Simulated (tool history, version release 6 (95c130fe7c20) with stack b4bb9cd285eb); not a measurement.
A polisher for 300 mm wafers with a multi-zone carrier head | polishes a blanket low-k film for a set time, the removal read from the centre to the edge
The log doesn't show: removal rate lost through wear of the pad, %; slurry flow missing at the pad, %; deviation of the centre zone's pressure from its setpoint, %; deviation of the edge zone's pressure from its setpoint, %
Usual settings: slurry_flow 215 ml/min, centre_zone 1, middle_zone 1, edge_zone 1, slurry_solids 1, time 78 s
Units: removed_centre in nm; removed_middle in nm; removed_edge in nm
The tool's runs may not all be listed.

run	hour	slurry_flow	centre_zone	middle_zone	edge_zone	slurry_solids	time	wafers since the last listed run	wafers polished on this pad	hours since the slurry nozzle was cleaned	hours since the centre zone pressure was calibrated	hours since the edge zone pressure was calibrated	hours since the carrier head's membrane was replaced	incoming thickness of the incoming film, nm	removed_centre	removed_middle	removed_edge
1	0	215	1	1	1	1	78	0	59	790.6	897.7	412.6	975.4	368	39.2	39.6	39.4
2	46.4	215	1	1	1	1	78	382	442	837	944.1	459	1021.8	370	37.9	38.6	39.8
# hour 51.5: edge zone pressure recalibrated
3	56.9	215	1	1.08	1	1	78	70	512	847.5	954.6	5.4	1032.3	368.7	36.9	40.4	39.6
4	66	215	1	1.08	1	1	78	75	587	856.6	963.7	14.5	1041.4	362.7	36.7	41.4	39.9
# hour 79.8: worn pad replaced by a new one
5	80.3	215	1	1	1	1	78	84	4	870.9	978	28.8	1055.7	364.1	37.3	39.9	39.7
6	84.9	215	1	1	1	1	78	37	42	875.5	982.6	33.4	1060.3	371.6	37.8	38.8	39.3
7	91.7	215	1	1	1	1	78	56	98	882.3	989.4	40.2	1067.1	371.1	37.5	38.8	39.4
8	103.7	215	1	1	0.92	1	78	99	197	894.3	1001.4	52.2	1079.1	369.5	37.7	39.9	38.2
# hour 118.8: slurry nozzle cleaned
# hour 123.1: carrier head's membrane replaced by a new one
9	123.6	215	1	1	1	1	78	120	318	4.8	1021.3	72.1	0.5	368.4	34.8	36	37.5
# hour 152.1: worn pad replaced by a new one
10	163.8	215	0.92	1	1.07	1	78	298	96	45	1061.5	112.3	40.7	377.2	32.6	35.9	38.2
11	178.7	215	1	1	1	1	103	122	219	59.9	1076.4	127.2	55.6	372.8	46.1	47.4	48.7
# hour 191.4: slurry nozzle cleaned, repeated, since the last time left the tool worse
12	194.4	190	1.11	0.91	1	1	78	121	340	3	1092.1	142.9	71.3	370.7	42.2	37.1	39.9
# hour 212.8: centre zone pressure recalibrated
13	213.3	275	1	1	1	1	78	139	480	21.9	0.5	161.8	90.2	371.5	41.5	42.1	42
14	220.6	215	1	1	1	1	78	60	540	29.2	7.8	169.1	97.5	362	40.8	40.9	40.6
# hour 236.1: worn pad replaced by a new one
15	236.6	215	1	1	1	1	78	99	3	45.2	23.8	185.1	113.5	365.4	40	40.3	40.6
16	247.7	215	1	1.04	1	1	78	91	95	56.3	34.9	196.2	124.6	369.1	40	41.7	40.7
17	257.2	195	1	1	1.1	1	78	78	173	65.8	44.4	205.7	134.1	374.6	40.5	40.2	41.7
18	272.9	215	1	1	1	1	78	129	303	81.5	60.1	221.4	149.8	363.4	38.9	40.6	40.7
19	288.6	215	1	1	1	0.85	78	129	433	97.2	75.8	237.1	165.5	370	37.6	38.2	38
20	302.1	280	1.09	1	1	1	91	111	544	110.7	89.3	250.6	179	364.6	51.7	48.9	48.6
# hour 313.1: worn pad replaced by a new one
21	313.6	275	1	1.1	1	1	54	61	4	122.2	100.8	262.1	190.5	367.5	28.4	31.1	28.6
22	324.3	180	1	1.09	1	1.3	95	88	92	132.9	111.5	272.8	201.2	370.9	51.8	58.5	54.1

Forecast each of these 3 alternatives for the next run:
A	324.7	215	1	1	0.9	1	78	3	95	133.3	111.9	273.2	201.6	364.3	?	?	?
B	324.7	215	1	1	1.09	1	78	3	95	133.3	111.9	273.2	201.6	364.3	?	?	?
C	324.7	180	1	1	1	1	78	3	95	133.3	111.9	273.2	201.6	364.3	?	?	?

run	removed_centre	removed_middle	removed_edge
A	40.5	40.4	38.9
B	40.5	40.3	42
C	39.3	39.2	39.7
Without the tool's hidden state the same runs would have given:
run	removed_centre	removed_middle	removed_edge
A	41.1	40.8	39.2
B	41.1	40.8	42.4
C	39.9	39.8	40.1
